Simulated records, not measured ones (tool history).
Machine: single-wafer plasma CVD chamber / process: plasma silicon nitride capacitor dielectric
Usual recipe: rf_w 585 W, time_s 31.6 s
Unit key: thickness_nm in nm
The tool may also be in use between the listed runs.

run	day	rf_w	time_s	wafers since the last listed run	hours since the last RF generator calibration	hours since the showerhead was replaced	hours since the gauge calibration	read-back reference wafer on the same gauge, thickness_nm	thickness_nm
1	0.000	585	31.6	0	1442.9	6121.0	73.9	41.295	49.450
2	0.467	495	29.3	260	1454.1	6132.2	85.1	41.258	44.119
3	0.983	495	29.3	288	1466.5	6144.6	97.5	41.273	44.036
4	1.671	585	31.6	384	1483.0	6161.1	114.0	41.322	49.569
5	2.375	585	31.6	393	1499.9	6178.0	130.9	41.311	49.380
6	2.725	585	31.6	195	1508.3	6186.4	139.3	41.321	49.424
7	3.154	585	31.6	239	1518.6	6196.7	149.6	41.297	49.516
8	3.650	585	31.6	277	1530.5	6208.6	161.5	41.297	49.647
9	3.904	585	31.6	142	1536.6	6214.7	167.6	41.325	49.596
10	4.525	585	31.6	347	1551.5	6229.6	182.5	41.294	49.549
11	5.204	585	31.6	379	1567.8	6245.9	198.8	41.283	49.509
12	5.479	585	31.6	153	1574.4	6252.5	205.4	41.302	49.484
13	5.796	585	31.6	177	1582.0	6260.1	213.0	41.303	49.555
14	7.650	585	31.6	1036	1626.5	6304.6	257.5	41.305	49.618
15	8.138	655	34.4	272	1638.2	6316.3	269.2	41.304	55.622
# day 8.162: gauge calibrated
16	8.625	585	31.6	272	1649.9	6328.0	11.1	41.281	49.489
17	8.896	475	33.9	151	1656.4	6334.5	17.6	41.312	50.370
18	9.183	585	26.6	160	1663.3	6341.4	24.5	41.304	41.644
# day 10.112: showerhead replaced
19	11.350	585	31.6	1024	1715.3	29.7	76.5	41.306	49.479
# day 12.046: RF generator calibrated
20	12.067	650	35.1	214	0.5	46.9	93.7	41.304	56.630
21	12.150	585	31.6	46	2.5	48.9	95.7	41.276	49.513
22	12.788	585	29.8	356	17.8	64.2	111.0	41.313	46.777
23	13.188	475	36.1	223	27.4	73.8	120.6	41.309	53.615
24	13.758	695	29.5	319	41.1	87.5	134.3	41.291	48.319
25	14.325	535	35.9	316	54.7	101.1	147.9	41.291	55.034
26	14.596	510	31.6	151	61.2	107.6	154.4	41.313	47.760

Estimate the outcome of run 27 from the log above:
27	15.108	585	31.6	286	73.5	119.9	166.7	?	?

read-back reference wafer on the same gauge, thickness_nm: 41.314
thickness_nm: 49.461 nm
With the hidden condition absent and the run-to-run variation left alone, this run would have shown thickness_nm 49.461 nm.
